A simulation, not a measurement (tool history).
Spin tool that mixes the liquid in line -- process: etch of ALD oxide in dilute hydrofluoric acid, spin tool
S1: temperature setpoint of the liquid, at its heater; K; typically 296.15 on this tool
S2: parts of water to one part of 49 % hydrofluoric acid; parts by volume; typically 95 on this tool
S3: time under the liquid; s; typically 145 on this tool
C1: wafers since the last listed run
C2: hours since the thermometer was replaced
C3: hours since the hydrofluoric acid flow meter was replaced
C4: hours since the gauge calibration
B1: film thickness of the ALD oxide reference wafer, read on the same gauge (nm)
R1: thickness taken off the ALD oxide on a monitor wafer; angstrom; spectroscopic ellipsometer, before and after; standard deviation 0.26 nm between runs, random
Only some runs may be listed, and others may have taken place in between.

run	day	S1	S2	S3	C1	C2	C3	C4	B1	R1
1	0	296.15	95	145	0	628.3	868	558.7	110.02	453.2
2	2.029	296.15	95	145	425	677	916.7	607.4	110.03	452.8
3	4.658	296.15	60	75	551	740.1	979.8	670.5	110.01	390.5
4	5.729	296.15	60	75	224	765.8	1005.5	696.2	110.04	391.2
5	8.025	296.15	60	75	481	820.9	1060.6	751.3	110.02	387.5
6	10.004	296.15	65	145	415	868.4	1108.1	798.8	110.02	688.3
7	11.408	296.15	95	145	294	902.1	1141.8	832.5	110	454
8	13.208	296.15	95	145	377	945.3	1185	875.7	110	459.4
9	15.783	296.15	125	100	540	1007.1	1246.8	937.5	110.03	232.7
10	17.658	296.15	125	100	393	1052.1	1291.8	982.5	109.98	234.8
# day 18.538: thermometer replaced
11	20.479	296.15	95	145	582	46.6	1359.5	1050.2	110	441.7
12	22	296.15	95	145	318	83.1	1396	1086.7	110.01	441.1
13	24.075	296.15	95	145	435	132.9	1445.8	1136.5	110.03	442.5
14	25.458	296.15	95	195	290	166.1	1479	1169.7	109.97	595.7
# day 27.075: hydrofluoric acid flow meter replaced
15	28.3	296.15	95	195	587	234.3	29.4	1237.9	109.99	595.8
16	30.512	296.15	95	145	464	287.4	82.5	1291	110.02	445.4
17	31.888	293.65	140	185	288	320.4	115.5	1324	110	333.1
18	34.692	296.15	95	195	588	387.7	182.8	1391.3	110	607.2
19	36.671	291.65	120	230	415	435.2	230.3	1438.8	110.02	455.6
20	39.654	296.15	110	145	625	506.8	301.9	1510.4	109.97	383.6
21	40.717	296.15	95	225	222	532.3	327.4	1535.9	110.02	702.6
22	41.946	296.15	95	145	257	561.8	356.9	1565.4	110.03	450.3
23	44.1	296.15	135	210	451	613.5	408.6	1617.1	110.01	437
24	45.671	296.15	50	90	329	651.2	446.3	1654.8	110.01	563.6
25	47.167	296.15	95	145	313	687.1	482.2	1690.7	110.01	454.2
26	48.758	296.15	115	145	333	725.3	520.4	1728.9	109.99	362.4
# day 50.162: gauge calibrated
27	50.2	296.15	95	145	302	759.9	555	0.9	109.99	456.2
28	51.662	293.15	125	145	306	795	590.1	36	110.01	296.8
29	53.583	300.15	125	145	402	841.1	636.2	82.1	110.01	387.7
30	56.333	296.15	95	145	576	907.1	702.2	148.1	109.98	463.6
31	58.104	296.15	95	145	371	949.6	744.7	190.6	110	461.4
32	60.704	292.65	110	60	545	1012	807.1	253	110.04	139.4
# day 61.288: thermometer replaced
33	63.229	296.15	95	145	520	46.6	867.7	313.6	109.98	442.1
34	65.208	292.65	95	220	415	94.1	915.2	361.1	110.02	585.5
35	66.412	299.15	55	125	252	123	944.1	390	110	785.3

Describe how what the log doesn't record of the tool's condition differs between the last listed run preceding each entry between runs and the first listed run following it.
Run 10 -> run 11: thermometer replaced (day 18.538)
  liquid hotter than its thermometer reads (K): 1.33 -> 0.0852
  the result without the hidden state subtracted from the measured one, R1: +11.9 -> +1.6 angstrom
Run 14 -> run 15: hydrofluoric acid flow meter replaced (day 27.075)
  liquid hotter than its thermometer reads (K): 0.23 -> 0.312
  the result without the hidden state subtracted from the measured one, R1: +5.5 -> +7.3 angstrom
Run 26 -> run 27: gauge calibrated (day 50.162)
  liquid hotter than its thermometer reads (K): 0.906 -> 0.948
  the result without the hidden state subtracted from the measured one, R1: +12.8 -> +16.9 angstrom
Run 32 -> run 33: thermometer replaced (day 61.288)
  liquid hotter than its thermometer reads (K): 1.25 -> 0.191
  the result without the hidden state subtracted from the measured one, R1: +6.9 -> +3.3 angstrom
